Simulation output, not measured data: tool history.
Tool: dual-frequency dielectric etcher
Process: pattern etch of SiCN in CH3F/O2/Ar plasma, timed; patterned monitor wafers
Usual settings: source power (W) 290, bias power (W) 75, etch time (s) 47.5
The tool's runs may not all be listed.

run    hour  source power (W)  bias power (W)  etch time (s)  read-back reference wafer on the same gauge, depth_nm  mean etch depth across the wafer (angstrom)
  1       0               290              70           47.5                                                   12.8                                        150.3
       17.6  -- wet clean of the chamber
  2    25.7               290              70           47.5                                                  12.78                                          149
  3    68.6               290              70           47.5                                                  12.79                                        148.6
  4   123.2               290              75           47.5                                                  12.78                                        154.5
  5   224.7               290              75           47.5                                                   12.8                                        154.7
  6   265.5               290              75           47.5                                                  12.82                                        155.1
  7   315.9               290              75           47.5                                                  12.81                                        154.9
  8   340.6               290              75           47.5                                                  12.81                                        154.6
      385.7  -- upper electrode replaced
  9   388.7               290              75             42                                                  12.79                                        137.7
      428.7  -- source power generator calibrated
 10   436.1               290              75             42                                                  12.81                                          138
 11   460.9               290              75           47.5                                                  12.79                                          157
 12   509.7               230              75             54                                                   12.8                                        164.1
 13   567.9               290              75           47.5                                                   12.8                                        157.3
      600.6  -- wet clean of the chamber
 14   616.4               290              75             42                                                  12.79                                        134.9
      635.3  -- gauge calibrated
 15   682.5               240              90             53                                                  12.79                                        173.8
        698  -- bias power generator calibrated
 16   729.1               290              75           47.5                                                   12.8                                          154
 17   799.4               250              58           36.5                                                  12.81                                        100.6
 18   833.1               260              58           33.5                                                   12.8                                         93.5
 19   895.9               240              75             52                                                  12.81                                        158.2
 20   941.8               290              70             34                                                  12.81                                        107.6
 21   979.5               290              75           52.5                                                   12.8                                        171.8
 22  1011.6               290              70           47.5                                                   12.8                                        151.5
 23  1074.1               290              75           47.5                                                   12.8                                        156.7

Forecast each of these 5 alternatives for the next run:
  A  1074.5               290              75           47.5                                                      ?                                            ?
  B  1074.5               270              75           47.5                                                      ?                                            ?
  C  1074.5               270              91           47.5                                                      ?                                            ?
  D  1074.5               360              80           47.5                                                      ?                                            ?
  E  1074.5               250              80           34.5                                                      ?                                            ?

run  read-back reference wafer on the same gauge, depth_nm  mean etch depth across the wafer (angstrom)
  A                                                  12.79                                        155.8
  B                                                  12.79                                          152
  C                                                  12.79                                        165.5
  D                                                  12.79                                          173
  E                                                  12.79                                        110.6
Without the tool's hidden state the same runs would have given:
run  mean etch depth across the wafer (angstrom)
  A                                          152
  B                                        148.3
  C                                        161.5
  D                                        168.8
  E                                        107.9
